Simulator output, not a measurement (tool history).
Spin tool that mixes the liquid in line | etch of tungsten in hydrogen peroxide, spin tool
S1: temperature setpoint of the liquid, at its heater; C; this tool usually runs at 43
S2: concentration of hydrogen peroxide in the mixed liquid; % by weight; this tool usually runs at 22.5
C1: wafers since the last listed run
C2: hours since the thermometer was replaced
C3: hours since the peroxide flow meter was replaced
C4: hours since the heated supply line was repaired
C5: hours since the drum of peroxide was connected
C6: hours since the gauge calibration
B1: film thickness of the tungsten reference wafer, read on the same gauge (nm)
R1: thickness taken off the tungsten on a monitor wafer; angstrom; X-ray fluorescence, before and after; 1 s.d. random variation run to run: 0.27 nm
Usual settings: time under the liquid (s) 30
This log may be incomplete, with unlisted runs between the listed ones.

{"run": 1, "day": 0.0, "S1": 43, "S2": 20.5, "time under the liquid (s)": 30, "C1": 0, "C2": 489.5, "C3": 234.6, "C4": 59.6, "C5": 282.5, "C6": 152.7, "B1": 129.99, "R1": 403.2}
{"run": 2, "day": 2.979, "S1": 43, "S2": 20.5, "time under the liquid (s)": 30, "C1": 898, "C2": 561, "C3": 306.1, "C4": 131.1, "C5": 354, "C6": 224.2, "B1": 129.97, "R1": 394.8}
{"run": 3, "day": 10.562, "S1": 43, "S2": 20.5, "time under the liquid (s)": 30, "C1": 2287, "C2": 743, "C3": 488.1, "C4": 313.1, "C5": 536, "C6": 406.2, "B1": 129.99, "R1": 391.7}
{"run": 4, "day": 11.654, "S1": 40.5, "S2": 22.5, "time under the liquid (s)": 30, "C1": 329, "C2": 769.2, "C3": 514.3, "C4": 339.3, "C5": 562.2, "C6": 432.4, "B1": 130, "R1": 345.6}
{"run": 5, "day": 13.988, "S1": 40.5, "S2": 22.5, "time under the liquid (s)": 30, "C1": 703, "C2": 825.2, "C3": 570.3, "C4": 395.3, "C5": 618.2, "C6": 488.4, "B1": 130.02, "R1": 352.8}
{"run": 6, "day": 16.629, "S1": 40.5, "S2": 22.5, "time under the liquid (s)": 30, "C1": 796, "C2": 888.6, "C3": 633.7, "C4": 458.7, "C5": 681.6, "C6": 551.8, "B1": 130, "R1": 341}
{"day": 19.054, "done": "thermometer replaced"}
{"run": 7, "day": 19.567, "S1": 40.5, "S2": 22.5, "time under the liquid (s)": 40, "C1": 873, "C2": 12.3, "C3": 704.2, "C4": 529.2, "C5": 752.1, "C6": 622.3, "B1": 130.04, "R1": 481.2}
{"run": 8, "day": 22.929, "S1": 43, "S2": 22.5, "time under the liquid (s)": 35, "C1": 1014, "C2": 93, "C3": 784.9, "C4": 609.9, "C5": 832.8, "C6": 703, "B1": 129.99, "R1": 492.7}
{"run": 9, "day": 24.438, "S1": 43, "S2": 22.5, "time under the liquid (s)": 35, "C1": 455, "C2": 129.2, "C3": 821.1, "C4": 646.1, "C5": 869, "C6": 739.2, "B1": 130.01, "R1": 491.2}
{"run": 10, "day": 26.842, "S1": 43, "S2": 22.5, "time under the liquid (s)": 30, "C1": 725, "C2": 186.9, "C3": 878.8, "C4": 703.8, "C5": 926.7, "C6": 796.9, "B1": 130.01, "R1": 420.9}
{"run": 11, "day": 29.104, "S1": 43, "S2": 22.5, "time under the liquid (s)": 30, "C1": 682, "C2": 241.2, "C3": 933.1, "C4": 758.1, "C5": 981, "C6": 851.2, "B1": 130.04, "R1": 425.2}
{"day": 29.421, "done": "peroxide flow meter replaced"}
{"run": 12, "day": 30.192, "S1": 43, "S2": 22.5, "time under the liquid (s)": 30, "C1": 315, "C2": 267.3, "C3": 18.5, "C4": 784.2, "C5": 1007.1, "C6": 877.3, "B1": 129.96, "R1": 415.3}
{"run": 13, "day": 32.879, "S1": 43, "S2": 24, "time under the liquid (s)": 30, "C1": 810, "C2": 331.8, "C3": 83, "C4": 848.7, "C5": 1071.6, "C6": 941.8, "B1": 130.01, "R1": 431.8}
{"day": 35.796, "done": "heated supply line repaired"}
{"run": 14, "day": 40.533, "S1": 43, "S2": 22.5, "time under the liquid (s)": 30, "C1": 2296, "C2": 515.5, "C3": 266.7, "C4": 113.7, "C5": 1255.3, "C6": 1125.5, "B1": 130.01, "R1": 412.9}
{"day": 42.338, "done": "new drum of peroxide connected"}
{"run": 15, "day": 42.979, "S1": 39.5, "S2": 27.5, "time under the liquid (s)": 50, "C1": 725, "C2": 574.2, "C3": 325.4, "C4": 172.4, "C5": 15.4, "C6": 1184.2, "B1": 130.03, "R1": 605.9}
{"day": 43.996, "done": "gauge calibrated"}
{"run": 16, "day": 49.246, "S1": 43, "S2": 26, "time under the liquid (s)": 30, "C1": 1890, "C2": 724.6, "C3": 475.8, "C4": 322.8, "C5": 165.8, "C6": 126, "B1": 130.07, "R1": 438}
{"run": 17, "day": 51.904, "S1": 43, "S2": 22.5, "time under the liquid (s)": 30, "C1": 801, "C2": 788.4, "C3": 539.6, "C4": 386.6, "C5": 229.6, "C6": 189.8, "B1": 130.04, "R1": 409.2}
{"run": 18, "day": 53.3, "S1": 40.5, "S2": 22.5, "time under the liquid (s)": 30, "C1": 421, "C2": 821.9, "C3": 573.1, "C4": 420.1, "C5": 263.1, "C6": 223.3, "B1": 130.04, "R1": 341.7}
{"run": 19, "day": 56.279, "S1": 43, "S2": 20, "time under the liquid (s)": 30, "C1": 898, "C2": 893.4, "C3": 644.6, "C4": 491.6, "C5": 334.6, "C6": 294.8, "B1": 129.98, "R1": 375.5}
{"day": 57.538, "done": "thermometer replaced"}
{"run": 20, "day": 58.467, "S1": 37.5, "S2": 22.5, "time under the liquid (s)": 30, "C1": 647, "C2": 22.3, "C3": 697.1, "C4": 544.1, "C5": 387.1, "C6": 347.3, "B1": 129.95, "R1": 300.1}
{"run": 21, "day": 60.333, "S1": 43, "S2": 22.5, "time under the liquid (s)": 30, "C1": 563, "C2": 67.1, "C3": 741.9, "C4": 588.9, "C5": 431.9, "C6": 392.1, "B1": 130, "R1": 424.9}
{"run": 22, "day": 61.858, "S1": 43, "S2": 22.5, "time under the liquid (s)": 45, "C1": 460, "C2": 103.7, "C3": 778.5, "C4": 625.5, "C5": 468.5, "C6": 428.7, "B1": 129.97, "R1": 630.9}
{"run": 23, "day": 63.658, "S1": 43, "S2": 27, "time under the liquid (s)": 30, "C1": 543, "C2": 146.9, "C3": 821.7, "C4": 668.7, "C5": 511.7, "C6": 471.9, "B1": 130.03, "R1": 461.2}
{"run": 24, "day": 65.608, "S1": 48, "S2": 26, "time under the liquid (s)": 40, "C1": 588, "C2": 193.7, "C3": 868.5, "C4": 715.5, "C5": 558.5, "C6": 518.7, "B1": 130.01, "R1": 822.1}
{"run": 25, "day": 68.533, "S1": 43, "S2": 22.5, "time under the liquid (s)": 20, "C1": 882, "C2": 263.9, "C3": 938.7, "C4": 785.7, "C5": 628.7, "C6": 588.9, "B1": 129.99, "R1": 276.3}
{"run": 26, "day": 71.192, "S1": 34, "S2": 24.5, "time under the liquid (s)": 30, "C1": 801, "C2": 327.7, "C3": 1002.5, "C4": 849.5, "C5": 692.5, "C6": 652.7, "B1": 129.97, "R1": 240.9}
{"run": 27, "day": 72.446, "S1": 51, "S2": 22.5, "time under the liquid (s)": 30, "C1": 378, "C2": 357.8, "C3": 1032.6, "C4": 879.6, "C5": 722.6, "C6": 682.8, "B1": 129.95, "R1": 679.5}

Predict each of these 3 candidate next runs independently; none follows another, all start after run 27:
{"run": "A", "day": 72.462, "S1": 43, "S2": 28, "time under the liquid (s)": 30, "C1": 5, "C2": 358.2, "C3": 1033, "C4": 880, "C5": 723, "C6": 683.2, "B1": "?", "R1": "?"}
{"run": "B", "day": 72.462, "S1": 49, "S2": 22.5, "time under the liquid (s)": 50, "C1": 5, "C2": 358.2, "C3": 1033, "C4": 880, "C5": 723, "C6": 683.2, "B1": "?", "R1": "?"}
{"run": "C", "day": 72.462, "S1": 50.5, "S2": 24.5, "time under the liquid (s)": 20, "C1": 5, "C2": 358.2, "C3": 1033, "C4": 880, "C5": 723, "C6": 683.2, "B1": "?", "R1": "?"}

run=A B1=129.98 R1=465
run=B B1=129.98 R1=1012.8
run=C B1=129.98 R1=463.5
Take away the tool's hidden state, keep each run's random variation, and the runs would have read:
run=A R1=478.5
run=B R1=1041.3
run=C R1=476.4
